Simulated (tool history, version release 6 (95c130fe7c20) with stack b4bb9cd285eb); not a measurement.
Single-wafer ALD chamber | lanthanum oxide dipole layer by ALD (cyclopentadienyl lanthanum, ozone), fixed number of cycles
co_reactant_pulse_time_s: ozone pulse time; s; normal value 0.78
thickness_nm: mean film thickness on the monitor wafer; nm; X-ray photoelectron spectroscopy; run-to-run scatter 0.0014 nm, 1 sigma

run	day	co_reactant_pulse_time_s	read-back reference wafer on the same gauge, thickness_nm	thickness_nm
1	0	0.87	0.476	0.445
2	2.521	0.87	0.476	0.442
3	6.029	0.78	0.475	0.41
4	9.833	0.78	0.476	0.407
5	12.262	0.78	0.477	0.408
6	15.854	0.78	0.476	0.409
7	18.738	0.78	0.476	0.405
8	22.458	0.78	0.475	0.404
9	26.65	0.78	0.476	0.404
10	28.267	1.04	0.476	0.473
11	29.879	0.55	0.476	0.276
12	34.121	0.78	0.475	0.404
# day 34.771: showerhead replaced
13	37.012	0.95	0.476	0.457
# day 39.704: gauge calibrated
# day 41.362: ozone generator serviced
14	41.383	0.63	0.477	0.343
# day 43.675: thermocouple changed; heater temperature recalibrated
15	45.092	0.97	0.476	0.468
16	47.404	0.92	0.476	0.453
17	48.975	0.78	0.476	0.41
18	52.296	0.93	0.476	0.455
19	56.238	1.06	0.476	0.478

Here are 4 independent what-if runs from the current tool condition. What would each one return?
A	56.254	0.91	?	?
B	56.254	0.52	?	?
C	56.254	1.08	?	?
D	56.254	0.5	?	?

run	read-back reference wafer on the same gauge, thickness_nm	thickness_nm
A	0.476	0.448
B	0.476	0.252
C	0.476	0.482
D	0.476	0.234
With the hidden condition removed and each run's random variation left untouched, the same runs would have given:
run	thickness_nm
A	0.457
B	0.263
C	0.488
D	0.244

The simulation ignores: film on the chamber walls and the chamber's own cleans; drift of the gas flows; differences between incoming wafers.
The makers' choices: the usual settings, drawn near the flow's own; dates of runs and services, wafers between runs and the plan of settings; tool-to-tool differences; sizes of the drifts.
